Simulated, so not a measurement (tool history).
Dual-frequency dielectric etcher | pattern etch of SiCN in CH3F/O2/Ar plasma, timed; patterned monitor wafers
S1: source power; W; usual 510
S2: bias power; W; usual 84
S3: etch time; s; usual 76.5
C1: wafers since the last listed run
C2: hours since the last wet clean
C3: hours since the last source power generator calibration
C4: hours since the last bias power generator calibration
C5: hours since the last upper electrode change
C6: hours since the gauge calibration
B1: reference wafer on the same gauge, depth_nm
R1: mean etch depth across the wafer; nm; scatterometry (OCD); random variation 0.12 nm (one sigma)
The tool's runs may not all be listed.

{"run": 1, "hour": 0.0, "S1": 510, "S2": 84, "S3": 76.5, "C1": 0, "C2": 157.7, "C3": 2491.5, "C4": 4872.2, "C5": 4060.7, "C6": 422.1, "B1": 33.69, "R1": 35.52}
{"hour": 24.0, "done": "gauge calibrated"}
{"run": 2, "hour": 24.9, "S1": 510, "S2": 84, "S3": 76.5, "C1": 275, "C2": 182.6, "C3": 2516.4, "C4": 4897.1, "C5": 4085.6, "C6": 0.9, "B1": 33.72, "R1": 35.43}
{"run": 3, "hour": 54.2, "S1": 510, "S2": 84, "S3": 76.5, "C1": 323, "C2": 211.9, "C3": 2545.7, "C4": 4926.4, "C5": 4114.9, "C6": 30.2, "B1": 33.71, "R1": 35.49}
{"run": 4, "hour": 101.0, "S1": 510, "S2": 84, "S3": 66, "C1": 517, "C2": 258.7, "C3": 2592.5, "C4": 4973.2, "C5": 4161.7, "C6": 77, "B1": 33.7, "R1": 30.72}
{"run": 5, "hour": 165.2, "S1": 510, "S2": 84, "S3": 76.5, "C1": 709, "C2": 322.9, "C3": 2656.7, "C4": 5037.4, "C5": 4225.9, "C6": 141.2, "B1": 33.72, "R1": 35.57}
{"run": 6, "hour": 205.0, "S1": 510, "S2": 84, "S3": 94.5, "C1": 439, "C2": 362.7, "C3": 2696.5, "C4": 5077.2, "C5": 4265.7, "C6": 181, "B1": 33.71, "R1": 44.29}
{"run": 7, "hour": 256.1, "S1": 510, "S2": 84, "S3": 94.5, "C1": 564, "C2": 413.8, "C3": 2747.6, "C4": 5128.3, "C5": 4316.8, "C6": 232.1, "B1": 33.67, "R1": 44.26}
{"run": 8, "hour": 280.2, "S1": 510, "S2": 84, "S3": 94.5, "C1": 266, "C2": 437.9, "C3": 2771.7, "C4": 5152.4, "C5": 4340.9, "C6": 256.2, "B1": 33.7, "R1": 44}
{"hour": 331.1, "done": "upper electrode replaced"}
{"run": 9, "hour": 334.1, "S1": 390, "S2": 104, "S3": 93.5, "C1": 330, "C2": 491.8, "C3": 2825.6, "C4": 5206.3, "C5": 3, "C6": 310.1, "B1": 33.72, "R1": 44.26}
{"run": 10, "hour": 358.6, "S1": 560, "S2": 84, "S3": 55.5, "C1": 270, "C2": 516.3, "C3": 2850.1, "C4": 5230.8, "C5": 27.5, "C6": 334.6, "B1": 33.71, "R1": 26.77}
{"hour": 397.1, "done": "bias power generator calibrated"}
{"hour": 404.9, "done": "gauge calibrated"}
{"run": 11, "hour": 406.9, "S1": 470, "S2": 100, "S3": 92, "C1": 489, "C2": 564.6, "C3": 2898.4, "C4": 9.8, "C5": 75.8, "C6": 2, "B1": 33.72, "R1": 44.75}
{"hour": 429.1, "done": "source power generator calibrated"}
{"run": 12, "hour": 449.3, "S1": 510, "S2": 102, "S3": 76.5, "C1": 424, "C2": 607, "C3": 20.2, "C4": 52.2, "C5": 118.2, "C6": 44.4, "B1": 33.73, "R1": 38.08}
{"hour": 480.4, "done": "wet clean of the chamber"}
{"run": 13, "hour": 512.9, "S1": 510, "S2": 98, "S3": 88, "C1": 437, "C2": 32.5, "C3": 83.8, "C4": 115.8, "C5": 181.8, "C6": 108, "B1": 33.72, "R1": 42.09}
{"run": 14, "hour": 540.9, "S1": 460, "S2": 84, "S3": 76.5, "C1": 309, "C2": 60.5, "C3": 111.8, "C4": 143.8, "C5": 209.8, "C6": 136, "B1": 33.71, "R1": 34.23}
{"run": 15, "hour": 610.6, "S1": 410, "S2": 96, "S3": 89, "C1": 770, "C2": 130.2, "C3": 181.5, "C4": 213.5, "C5": 279.5, "C6": 205.7, "B1": 33.7, "R1": 40.59}
{"run": 16, "hour": 666.1, "S1": 510, "S2": 64, "S3": 76.5, "C1": 613, "C2": 185.7, "C3": 237, "C4": 269, "C5": 335, "C6": 261.2, "B1": 33.7, "R1": 33.17}
{"run": 17, "hour": 697.6, "S1": 510, "S2": 84, "S3": 76.5, "C1": 348, "C2": 217.2, "C3": 268.5, "C4": 300.5, "C5": 366.5, "C6": 292.7, "B1": 33.7, "R1": 35.25}

3 ways to go on from here, each from the tool as it stands after run 17. What would each give?
{"run": "A", "hour": 698.0, "S1": 510, "S2": 84, "S3": 76.5, "C1": 4, "C2": 217.6, "C3": 268.9, "C4": 300.9, "C5": 366.9, "C6": 293.1, "B1": "?", "R1": "?"}
{"run": "B", "hour": 698.0, "S1": 620, "S2": 101, "S3": 56.5, "C1": 4, "C2": 217.6, "C3": 268.9, "C4": 300.9, "C5": 366.9, "C6": 293.1, "B1": "?", "R1": "?"}
{"run": "C", "hour": 698.0, "S1": 410, "S2": 84, "S3": 76.5, "C1": 4, "C2": 217.6, "C3": 268.9, "C4": 300.9, "C5": 366.9, "C6": 293.1, "B1": "?", "R1": "?"}

run=A B1=33.7 R1=35.35
run=B B1=33.7 R1=28.68
run=C B1=33.7 R1=33.77
Without the tool's hidden state the same runs would have given:
run=A R1=35.01
run=B R1=28.41
run=C R1=33.46
